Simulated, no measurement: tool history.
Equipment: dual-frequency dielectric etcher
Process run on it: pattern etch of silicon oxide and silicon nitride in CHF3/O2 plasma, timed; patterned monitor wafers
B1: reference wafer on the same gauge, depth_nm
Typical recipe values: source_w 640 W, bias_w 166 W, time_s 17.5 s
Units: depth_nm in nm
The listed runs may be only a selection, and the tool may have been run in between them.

run 1 hour=0.0 | source_w=640 bias_w=144 time_s=14.0 | B1=23.81 | depth_nm=20.21
run 2 hour=10.4 | source_w=640 bias_w=144 time_s=14.0 | B1=23.81 | depth_nm=20.23
run 3 hour=19.4 | source_w=710 bias_w=166 time_s=17.5 | B1=23.80 | depth_nm=27.37
run 4 hour=30.1 | source_w=710 bias_w=166 time_s=17.5 | B1=23.80 | depth_nm=27.39
run 5 hour=74.8 | source_w=640 bias_w=154 time_s=17.5 | B1=23.80 | depth_nm=25.86
run 6 hour=81.3 | source_w=640 bias_w=154 time_s=17.5 | B1=23.80 | depth_nm=25.83
run 7 hour=89.3 | source_w=640 bias_w=166 time_s=17.5 | B1=23.80 | depth_nm=26.32
-- hour=114.7 source power generator calibrated
-- hour=127.4 upper electrode replaced
-- hour=127.8 bias power generator calibrated
run 8 hour=128.3 | source_w=640 bias_w=139 time_s=17.5 | B1=23.80 | depth_nm=25.26
run 9 hour=128.7 | source_w=640 bias_w=166 time_s=17.5 | B1=23.80 | depth_nm=26.57
run 10 hour=130.7 | source_w=640 bias_w=166 time_s=17.5 | B1=23.80 | depth_nm=26.48

What does the tool deliver on the next run?
-- hour=164.1 wet clean of the chamber
run 11 hour=164.6 | source_w=700 bias_w=166 time_s=14.0 | B1=? | depth_nm=?

B1: 23.81
depth_nm: 21.41 nm
Without the tool's hidden state the same run would have given depth_nm 21.48 nm.
